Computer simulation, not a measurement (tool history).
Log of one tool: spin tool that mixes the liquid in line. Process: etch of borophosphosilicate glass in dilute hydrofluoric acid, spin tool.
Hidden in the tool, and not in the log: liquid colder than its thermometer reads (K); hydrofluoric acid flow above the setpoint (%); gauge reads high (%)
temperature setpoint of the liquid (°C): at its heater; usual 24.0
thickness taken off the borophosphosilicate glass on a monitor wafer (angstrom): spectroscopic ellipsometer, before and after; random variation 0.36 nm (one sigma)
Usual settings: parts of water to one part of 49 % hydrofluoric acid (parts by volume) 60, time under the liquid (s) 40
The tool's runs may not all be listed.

run	day	temperature setpoint of the liquid (°C)	parts of water to one part of 49 % hydrofluoric acid (parts by volume)	time under the liquid (s)	wafers since the last listed run	hours since the thermometer was replaced	hours since the hydrofluoric acid flow meter was replaced	hours since the gauge calibration	read-back film thickness of the borophosphosilicate glass reference wafer, read on the same gauge (nm)	thickness taken off the borophosphosilicate glass on a monitor wafer (angstrom)
1	0.000	27.5	60	40	0	1149.2	1662.9	981.0	90.01	622.2
2	5.604	24.0	60	40	2338	1283.7	1797.4	1115.5	90.02	532.9
3	8.146	24.0	60	40	1060	1344.7	1858.4	1176.5	90.00	535.1
4	9.246	24.0	60	40	458	1371.1	1884.8	1202.9	90.01	540.6
5	11.629	21.0	60	40	994	1428.3	1942.0	1260.1	89.99	479.1
6	14.508	21.0	60	40	1201	1497.4	2011.1	1329.2	90.01	476.8
7	16.117	24.0	60	40	671	1536.0	2049.7	1367.8	89.97	529.8
8	18.129	24.0	60	40	839	1584.3	2098.0	1416.1	90.01	541.2
9	20.283	24.0	60	40	898	1636.0	2149.7	1467.8	90.02	539.9
10	22.471	21.0	70	40	912	1688.5	2202.2	1520.3	89.99	400.2
# day 23.029: hydrofluoric acid flow meter replaced
11	24.075	24.0	60	55	651	1727.0	25.1	1558.8	90.04	749.1
12	26.371	24.0	60	55	957	1782.1	80.2	1613.9	89.98	738.0
13	28.833	24.0	60	15	1027	1841.2	139.3	1673.0	90.02	200.6
14	30.104	25.5	50	40	530	1871.7	169.8	1703.5	89.98	695.3
15	31.325	20.5	35	20	509	1901.0	199.1	1732.8	90.02	410.8
16	35.375	21.0	60	15	1689	1998.2	296.3	1830.0	89.98	176.8
17	36.946	24.0	60	40	655	2035.9	334.0	1867.7	89.99	539.5
18	39.679	26.5	35	30	1140	2101.5	399.6	1933.3	90.03	795.5
# day 42.162: thermometer replaced
19	42.183	27.0	60	20	1027	0.5	459.7	1993.4	89.98	303.5
# day 43.983: gauge calibrated
20	43.996	26.5	45	35	756	44.0	503.2	0.3	90.00	709.0
21	45.608	24.0	85	65	672	82.7	541.9	39.0	90.00	602.1
22	46.921	24.0	40	55	547	114.2	573.4	70.5	90.02	1139.3
23	48.208	24.0	60	20	537	145.1	604.3	101.4	90.01	268.2
24	49.442	24.0	60	40	514	174.7	633.9	131.0	90.02	540.1
25	51.275	25.5	70	65	764	218.7	677.9	175.0	90.01	782.3
26	54.267	24.0	60	40	1248	290.5	749.7	246.8	90.01	540.8
27	56.292	24.0	60	40	844	339.1	798.3	295.4	89.99	531.2
28	57.567	21.0	50	20	531	369.7	828.9	326.0	89.99	291.3
29	59.558	24.0	60	55	831	417.5	876.7	373.8	90.02	745.2
30	60.712	20.0	30	40	481	445.2	904.4	401.5	90.00	941.5
31	62.183	24.0	60	40	613	480.5	939.7	436.8	90.02	536.8
32	64.662	28.5	85	65	1034	540.0	999.2	496.3	89.99	713.9
33	67.067	26.5	90	20	1003	597.7	1056.9	554.0	89.99	187.7

The tool's hidden state at each run:
liquid colder than its thermometer reads (K): 0 in every run
hydrofluoric acid flow above the setpoint (%): 0 in every run
gauge reads high (%): 0 in every run
